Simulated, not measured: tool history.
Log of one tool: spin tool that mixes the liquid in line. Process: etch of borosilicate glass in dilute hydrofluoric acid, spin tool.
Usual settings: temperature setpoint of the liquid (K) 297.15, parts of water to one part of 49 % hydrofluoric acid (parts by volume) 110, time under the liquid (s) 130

run   hour  temperature setpoint of the liquid (K)  parts of water to one part of 49 % hydrofluoric acid (parts by volume)  time under the liquid (s)  read-back film thickness of the borosilicate glass reference wafer, read on the same gauge (nm)  thickness taken off the borosilicate glass on a monitor wafer (angstrom)
  1      0                                  297.15                                                                     110                        130                                                                                            99.98                                                                     365.1
  2   25.7                                  297.15                                                                     110                        130                                                                                              100                                                                     366.5
  3   92.6                                  297.15                                                                     110                        130                                                                                           100.01                                                                       369
  4  127.7                                  297.15                                                                     110                         95                                                                                           100.01                                                                     266.9
  5  178.3                                  297.15                                                                     110                         95                                                                                              100                                                                     266.3
  6  209.6                                  297.15                                                                     110                        130                                                                                           100.02                                                                     365.5
  7  243.1                                  297.15                                                                     110                        130                                                                                              100                                                                     370.3
     262.2  -- gauge calibrated
  8  314.2                                  299.65                                                                     110                        105                                                                                            99.99                                                                       329
     323.5  -- thermometer replaced
  9  353.1                                  297.15                                                                     110                         95                                                                                            99.98                                                                     270.5
     374.1  -- hydrofluoric acid flow meter replaced
 10  387.3                                  292.65                                                                     110                        105                                                                                           100.01                                                                     246.2
 11  425.9                                  297.15                                                                     110                        130                                                                                           100.01                                                                     363.4
 12  470.6                                  295.65                                                                     110                        130                                                                                            99.99                                                                     347.9
 13  503.6                                  294.15                                                                     125                        155                                                                                              100                                                                     337.7

The next listed run, before its measurement:
 14  567.8                                  297.15                                                                     140                         90                                                                                                ?                                                                         ?

Run 14 gave read-back film thickness of the borosilicate glass reference wafer, read on the same gauge (nm) 100.01, thickness taken off the borosilicate glass on a monitor wafer (angstrom) 195.4.
Without the tool's hidden state the same run would have given thickness taken off the borosilicate glass on a monitor wafer (angstrom) 195.4.
